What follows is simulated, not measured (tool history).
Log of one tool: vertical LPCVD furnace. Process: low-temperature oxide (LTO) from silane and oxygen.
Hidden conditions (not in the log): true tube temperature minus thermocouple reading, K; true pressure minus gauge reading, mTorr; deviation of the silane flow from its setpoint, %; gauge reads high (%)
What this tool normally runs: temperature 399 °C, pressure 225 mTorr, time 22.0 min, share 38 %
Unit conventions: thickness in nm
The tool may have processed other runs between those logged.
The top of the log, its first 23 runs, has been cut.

run,hour,temperature,pressure,time,share,wafers since the last listed run,hours since the last temperature calibration,hours since the pressure gauge was zeroed,hours since the silane flow controller was replaced,hours since the gauge calibration,"read-back reference wafer on the same gauge, thickness",thickness
24,1256.9,399,225,22.0,38,1452,637.6,190.3,361.1,643.3,223.07,227.19
25,1328.2,407,225,24.5,42,1446,708.9,261.6,432.4,714.6,223.17,309.89
26,1375.6,395,225,18.5,34,961,756.3,309.0,479.8,762.0,223.41,156.66
27,1421.2,405,210,17.0,42,925,801.9,354.6,525.4,807.6,222.61,194.62
28,1489.4,395,190,30.5,44,1383,870.1,422.8,593.6,875.8,222.76,299.15
29,1528.3,399,205,14.5,38,789,909.0,461.7,632.5,914.7,223.07,134.90
30,1565.0,399,225,22.0,38,744,945.7,498.4,669.2,951.4,223.34,224.50
31,1626.4,399,225,22.0,38,1245,1007.1,559.8,730.6,1012.8,223.32,225.65
32,1675.5,399,255,24.5,38,996,1056.2,608.9,779.7,1061.9,222.96,284.11

Below are 3 alternative next runs, each starting from the tool's condition after run 32. Predict each:
A,1679.8,390,225,22.0,38,87,1060.5,613.2,784.0,1066.2,?,?
B,1679.8,399,225,22.0,33,87,1060.5,613.2,784.0,1066.2,?,?
C,1679.8,399,225,22.0,43,87,1060.5,613.2,784.0,1066.2,?,?

run,"read-back reference wafer on the same gauge, thickness",thickness
A,222.87,201.18
B,222.87,184.21
C,222.87,259.34
The same runs, with their run-to-run variation unchanged, on a tool lacking any hidden condition would have given:
run,thickness
A,206.16
B,189.55
C,264.39
